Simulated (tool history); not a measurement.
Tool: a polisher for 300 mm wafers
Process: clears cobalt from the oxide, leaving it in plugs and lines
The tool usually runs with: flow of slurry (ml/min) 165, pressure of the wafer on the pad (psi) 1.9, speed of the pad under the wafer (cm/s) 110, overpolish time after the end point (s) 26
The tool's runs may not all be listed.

run    hour  flow of slurry (ml/min)  pressure of the wafer on the pad (psi)  speed of the pad under the wafer (cm/s)  overpolish time after the end point (s)  wafers since the last listed run  wafers polished on this pad  hours since the slurry nozzle was cleaned  hours since the head pressure was calibrated  incoming thickness of the incoming film, nm  time until the end point was called (s)  dishing of a wide line in a test structure (angstrom)
  1     0.0                      165                                     1.9                                      110                                       26                                 0                         2921                                      810.4                                         277.8                                        244.8                                     35.1                                                    618
       13.4  -- worn pad replaced by a new one
  2    92.6                      165                                     1.9                                       86                                       26                               736                          658                                      903.0                                         370.4                                        248.9                                     46.1                                                    586
      111.2  -- slurry nozzle cleaned
  3   185.2                      165                                     1.9                                       86                                       26                               761                         1419                                       74.0                                         463.0                                        251.7                                     45.4                                                    581
  4   271.4                      165                                     1.9                                       86                                       26                               716                         2135                                      160.2                                         549.2                                        246.8                                     46.0                                                    578
      346.3  -- worn pad replaced by a new one
  5   360.1                      165                                     1.9                                      110                                       26                               703                          114                                      248.9                                         637.9                                        249.6                                     36.8                                                    630
  6   463.6                      165                                     1.9                                      110                                       26                               860                          974                                      352.4                                         741.4                                        254.7                                     36.1                                                    627
  7   570.9                      165                                     1.4                                      110                                       30                               891                         1866                                      459.7                                         848.7                                        247.8                                     49.1                                                    608
  8   641.0                      165                                     1.6                                      110                                       26                               582                         2448                                      529.8                                         918.8                                        247.1                                     42.0                                                    596
  9   681.8                      165                                     1.6                                      110                                       26                               339                         2787                                      570.6                                         959.6                                        250.4                                     43.1                                                    603
      689.5  -- worn pad replaced by a new one
 10   789.5                      165                                     1.6                                      110                                       26                               861                          830                                      678.3                                        1067.3                                        248.4                                     40.7                                                    609
 11   858.2                      165                                     1.9                                      110                                       26                               570                         1401                                      747.0                                        1136.0                                        252.1                                     35.5                                                    640
      904.7  -- head pressure recalibrated
 12   913.0                      165                                     1.9                                      110                                       26                               438                         1840                                      801.8                                           8.3                                        250.1                                     36.6                                                    629
 13   961.1                      165                                     1.5                                      136                                       26                               399                         2240                                      849.9                                          56.4                                        250.7                                     38.3                                                    616
 14  1000.5                      165                                     2.3                                       84                                       26                               327                         2567                                      889.3                                          95.8                                        247.5                                     39.2                                                    611
 15  1041.3                      135                                     1.3                                      128                                       13                               339                         2906                                      930.1                                         136.6                                        249.3                                     46.9                                                    390
     1070.3  -- slurry nozzle cleaned
     1082.6  -- worn pad replaced by a new one
 16  1149.2                      195                                     2.3                                      132                                       31                               855                          553                                       78.9                                         244.5                                        249.7                                     24.1                                                    683
 17  1202.0                      105                                     2.4                                       76                                       12                               438                          992                                      131.7                                         297.3                                        251.1                                     45.6                                                    384
 18  1248.0                      165                                     1.9                                       90                                       18                               382                         1374                                      177.7                                         343.3                                        250.0                                     44.9                                                    502
 19  1311.5                      165                                     1.3                                      134                                       26                               527                         1902                                      241.2                                         406.8                                        250.0                                     43.8                                                    592
 20  1404.3                      165                                     1.9                                      110                                       26                               771                         2673                                      334.0                                         499.6                                        251.0                                     36.3                                                    624
     1491.8  -- worn pad replaced by a new one
 21  1512.1                      165                                     1.9                                      110                                       26                               862                          168                                      441.8                                         607.4                                        250.9                                     36.2                                                    623
 22  1586.1                      130                                     2.2                                      110                                       26                               614                          783                                      515.8                                         681.4                                        250.1                                     32.0                                                    656
 23  1632.4                      165                                     1.9                                      110                                       26                               384                         1167                                      562.1                                         727.7                                        253.8                                     35.5                                                    627
 24  1737.7                      165                                     1.9                                      110                                       26                               874                         2042                                      667.4                                         833.0                                        247.0                                     34.9                                                    636
 25  1806.0                      165                                     1.9                                      110                                       26                               567                         2610                                      735.7                                         901.3                                        251.4                                     35.4                                                    629

For each run, what was the tool's unlogged condition?
removal rate lost through wear of the pad, %: 0 on each run
slurry flow missing at the pad, %: 0 on each run
H1: deviation of the head's pressure from its setpoint, %
run     H1
  1  0.652
  2   1.17
  3   1.69
  4   2.18
  5   2.67
  6   3.26
  7   3.86
  8   4.25
  9   4.48
 10   5.09
 11   5.47
 12  0.192
 13  0.462
 14  0.684
 15  0.913
 16   1.52
 17   1.82
 18   2.07
 19   2.43
 20   2.95
 21   3.56
 22   3.97
 23   4.23
 24   4.82
 25   5.21
